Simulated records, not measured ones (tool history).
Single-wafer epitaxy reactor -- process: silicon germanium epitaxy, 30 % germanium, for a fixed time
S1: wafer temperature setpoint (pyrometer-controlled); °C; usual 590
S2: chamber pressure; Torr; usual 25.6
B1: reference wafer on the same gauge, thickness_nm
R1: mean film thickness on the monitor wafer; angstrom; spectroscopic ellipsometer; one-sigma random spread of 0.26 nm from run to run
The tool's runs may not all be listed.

run	hour	S1	S2	B1	R1
1	0	590	27.5	59.768	585.22
2	20	585	25.6	59.671	508.03
3	53.6	585	25.6	59.752	512.07
4	80.5	597	25.6	59.668	657.42
5	114.1	590	30	59.794	610.86
6	139.7	590	30	59.694	612.45
7	164.5	590	30	59.554	604.97
8	193.7	590	28	59.745	589.01
9	206.9	590	28	59.729	587.13
10	223.6	590	28	59.72	585.2
11	253.1	590	25.6	59.659	563.81
12	268.2	590	25.6	59.627	570.08
13	303	590	23.6	59.73	544.58
14	332.2	590	23.6	59.634	544.52
15	344.3	590	25.6	59.682	573.53
16	377.3	590	25.6	59.698	567.32
17	407.7	590	25.6	59.753	566.97
18	441.2	576	19.6	59.724	372.6
19	460.8	586	27.6	59.775	537.52
20	478.1	602	21.8	59.811	676.27
21	493	600	25.6	59.753	699.77
22	521.6	580	29.6	59.654	485.1
23	531.7	590	25.6	59.688	566.87
24	548.8	604	25.6	59.731	757.28
25	567.8	598	25.6	59.7	673.19
26	594.9	590	25.6	59.775	565.58
27	626.8	577	31.1	59.608	464.35
28	641.2	598	27.6	59.671	691.68
29	673	604	19.6	59.696	669.95
30	699.9	604	28.6	59.737	800.41
31	720.4	590	25.6	59.651	567.74
32	744.8	577	21.8	59.668	396.82
33	775.4	594	21.8	59.559	577.88
34	795.4	603	23.7	59.672	721.09

Removed from this log: 4 entries logged between the listed runs. Between which two listed runs does each belong, and how does the tool's hidden state at the listed run before it compare with that at the listed run after it?
Between runs 12 and 13: gauge calibrated (hour 274.6)
  no difference in the tool's unlogged condition between these two runs
Between runs 15 and 16: pyrometer calibrated (hour 354.6)
  no difference in the tool's unlogged condition between these two runs
Between runs 21 and 22: capacitance manometer re-zeroed and calibrated (hour 521.1)
  no difference in the tool's unlogged condition between these two runs
Between runs 26 and 27: showerhead replaced (hour 610.2)
  no difference in the tool's unlogged condition between these two runs
